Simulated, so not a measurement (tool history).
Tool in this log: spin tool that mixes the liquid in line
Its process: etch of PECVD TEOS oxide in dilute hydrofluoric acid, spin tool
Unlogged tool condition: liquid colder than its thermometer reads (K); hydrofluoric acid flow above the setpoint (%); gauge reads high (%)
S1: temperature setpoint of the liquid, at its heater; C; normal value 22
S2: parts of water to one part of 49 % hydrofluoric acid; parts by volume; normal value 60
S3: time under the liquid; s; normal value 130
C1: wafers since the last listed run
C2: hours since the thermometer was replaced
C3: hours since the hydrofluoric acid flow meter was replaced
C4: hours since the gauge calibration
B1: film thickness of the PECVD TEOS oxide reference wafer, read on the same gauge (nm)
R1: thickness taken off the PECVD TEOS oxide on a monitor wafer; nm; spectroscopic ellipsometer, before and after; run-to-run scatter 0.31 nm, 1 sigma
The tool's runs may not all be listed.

run 1 hour=0 | S1=25 S2=60 S3=130 | C1=0 C2=75 C3=40.2 C4=419.7 | B1=120.01 | R1=37.58
run 2 hour=29.2 | S1=25 S2=60 S3=130 | C1=257 C2=104.2 C3=69.4 C4=448.9 | B1=120 | R1=37.87
run 3 hour=95.5 | S1=24 S2=80 S3=130 | C1=584 C2=170.5 C3=135.7 C4=515.2 | B1=120.01 | R1=26.24
run 4 hour=151.2 | S1=24 S2=80 S3=130 | C1=491 C2=226.2 C3=191.4 C4=570.9 | B1=120.03 | R1=26.72
run 5 hour=184.8 | S1=24 S2=80 S3=130 | C1=296 C2=259.8 C3=225 C4=604.5 | B1=120.01 | R1=26.42
run 6 hour=253.5 | S1=22 S2=60 S3=190 | C1=605 C2=328.5 C3=293.7 C4=673.2 | B1=119.95 | R1=49.31
run 7 hour=296.7 | S1=22 S2=60 S3=190 | C1=381 C2=371.7 C3=336.9 C4=716.4 | B1=120 | R1=50.18
run 8 hour=331.3 | S1=22 S2=60 S3=130 | C1=305 C2=406.3 C3=371.5 C4=751 | B1=119.98 | R1=33.99
run 9 hour=385.1 | S1=22 S2=60 S3=130 | C1=474 C2=460.1 C3=425.3 C4=804.8 | B1=119.96 | R1=34.04
run 10 hour=442.1 | S1=22 S2=60 S3=130 | C1=502 C2=517.1 C3=482.3 C4=861.8 | B1=120 | R1=34.3
run 11 hour=483.5 | S1=22 S2=60 S3=130 | C1=365 C2=558.5 C3=523.7 C4=903.2 | B1=120.01 | R1=34.31
run 12 hour=508.1 | S1=22 S2=60 S3=130 | C1=216 C2=583.1 C3=548.3 C4=927.8 | B1=120 | R1=34.1
run 13 hour=563.3 | S1=22 S2=60 S3=130 | C1=486 C2=638.3 C3=603.5 C4=983 | B1=120 | R1=34.21
run 14 hour=755.6 | S1=22 S2=50 S3=130 | C1=1696 C2=830.6 C3=795.8 C4=1175.3 | B1=120.03 | R1=41.66
run 15 hour=807.9 | S1=22 S2=60 S3=130 | C1=461 C2=882.9 C3=848.1 C4=1227.6 | B1=119.96 | R1=34.51
run 16 hour=870.8 | S1=22 S2=60 S3=130 | C1=554 C2=945.8 C3=911 C4=1290.5 | B1=119.97 | R1=34.76
run 17 hour=899.7 | S1=20 S2=80 S3=170 | C1=254 C2=974.7 C3=939.9 C4=1319.4 | B1=120.02 | R1=30.81
-- hour=918.1 thermometer replaced
run 18 hour=958.7 | S1=22 S2=60 S3=130 | C1=511 C2=40.6 C3=998.9 C4=1378.4 | B1=119.99 | R1=34.52
run 19 hour=998 | S1=17 S2=70 S3=150 | C1=346 C2=79.9 C3=1038.2 C4=1417.7 | B1=120 | R1=27.62
run 20 hour=1044.6 | S1=18.5 S2=50 S3=85 | C1=410 C2=126.5 C3=1084.8 C4=1464.3 | B1=119.98 | R1=24
run 21 hour=1114.3 | S1=24.5 S2=60 S3=130 | C1=614 C2=196.2 C3=1154.5 C4=1534 | B1=120 | R1=38
run 22 hour=1150.8 | S1=23.5 S2=30 S3=50 | C1=321 C2=232.7 C3=1191 C4=1570.5 | B1=119.99 | R1=30.07
run 23 hour=1193.4 | S1=22 S2=60 S3=130 | C1=375 C2=275.3 C3=1233.6 C4=1613.1 | B1=120.01 | R1=35.04
-- hour=1201.8 gauge calibrated
run 24 hour=1222.5 | S1=22 S2=60 S3=130 | C1=256 C2=304.4 C3=1262.7 C4=20.7 | B1=120.01 | R1=35.07
run 25 hour=1264.8 | S1=17 S2=45 S3=130 | C1=373 C2=346.7 C3=1305 C4=63 | B1=119.98 | R1=38.57
-- hour=1287.4 hydrofluoric acid flow meter replaced
run 26 hour=1367.8 | S1=22 S2=75 S3=85 | C1=899 C2=449.7 C3=80.4 C4=166 | B1=119.99 | R1=17.42
run 27 hour=1391.9 | S1=19.5 S2=30 S3=160 | C1=212 C2=473.8 C3=104.5 C4=190.1 | B1=120 | R1=77.44
run 28 hour=1461.6 | S1=24.5 S2=60 S3=130 | C1=614 C2=543.5 C3=174.2 C4=259.8 | B1=120.03 | R1=37.76
run 29 hour=1520 | S1=22 S2=50 S3=60 | C1=515 C2=601.9 C3=232.6 C4=318.2 | B1=119.97 | R1=18.81
run 30 hour=1569.5 | S1=22 S2=30 S3=130 | C1=436 C2=651.4 C3=282.1 C4=367.7 | B1=120 | R1=70.18
run 31 hour=1599.4 | S1=22 S2=60 S3=130 | C1=263 C2=681.3 C3=312 C4=397.6 | B1=119.98 | R1=34.44
run 32 hour=1630.4 | S1=26 S2=40 S3=175 | C1=273 C2=712.3 C3=343 C4=428.6 | B1=120.01 | R1=82.26

What was the tool's hidden state at every run in the log?
liquid colder than its thermometer reads (K): 0 across all the runs
gauge reads high (%): 0 across all the runs
H1: hydrofluoric acid flow above the setpoint (%)
run=1 H1=0.411
run=2 H1=0.526
run=3 H1=0.788
run=4 H1=1.01
run=5 H1=1.14
run=6 H1=1.41
run=7 H1=1.58
run=8 H1=1.72
run=9 H1=1.93
run=10 H1=2.16
run=11 H1=2.32
run=12 H1=2.42
run=13 H1=2.64
run=14 H1=3.4
run=15 H1=3.61
run=16 H1=3.86
run=17 H1=3.97
run=18 H1=4.2
run=19 H1=4.36
run=20 H1=4.54
run=21 H1=4.82
run=22 H1=4.96
run=23 H1=5.13
run=24 H1=5.25
run=25 H1=5.41
run=26 H1=0.889
run=27 H1=0.984
run=28 H1=1.26
run=29 H1=1.49
run=30 H1=1.69
run=31 H1=1.81
run=32 H1=1.93
